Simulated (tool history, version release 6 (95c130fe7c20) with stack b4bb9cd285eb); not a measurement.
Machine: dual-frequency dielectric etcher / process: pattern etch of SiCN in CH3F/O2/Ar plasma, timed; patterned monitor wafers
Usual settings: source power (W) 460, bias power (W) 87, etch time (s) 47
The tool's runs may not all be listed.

run,hour,source power (W),bias power (W),etch time (s),"read-back reference wafer on the same gauge, depth_nm",mean etch depth across the wafer (nm)
1,0,460,87,47,17.3,20.47
2,48.1,460,87,47,17.32,20.85
3,97.7,460,87,47,17.29,20.68
4,166.1,460,79,36,17.3,15.37
5,197.3,460,79,36,17.28,15.37
6,266.7,460,99,47,17.3,21.6
# hour 304.7: wet clean of the chamber
7,315,460,99,47,17.33,21.32
8,349.8,460,99,47,17.29,21.34
# hour 365: bias power generator calibrated
9,418.8,460,87,47,17.29,20.58
# hour 444.1: source power generator calibrated
10,469.1,460,87,47,17.3,20.55
# hour 519.6: gauge calibrated
11,531.5,380,96,57.5,17.31,25.22
12,593.6,510,98,42,17.3,19.64
13,625.6,460,79,36,17.3,15.34
# hour 654: upper electrode replaced
14,663.4,420,68,58.5,17.29,23.61
# hour 692.8: wet clean of the chamber
15,693.3,550,74,50.5,17.3,21.34
16,724.1,350,87,47,17.29,19.58
17,755,460,87,47,17.3,20.43
18,808.8,410,87,47,17.31,20.12
19,874.9,570,67,55,17.28,22.96

Alternative continuations, all from the tool just after run 19; predict every row:
A,875.3,460,87,47,?,?
B,875.3,510,108,35,?,?
C,875.3,460,104,47,?,?

run,"read-back reference wafer on the same gauge, depth_nm",mean etch depth across the wafer (nm)
A,17.32,20.65
B,17.32,16.92
C,17.32,21.98
Had the tool no hidden state, the same runs would have come out as:
run,mean etch depth across the wafer (nm)
A,20.47
B,16.77
C,21.79
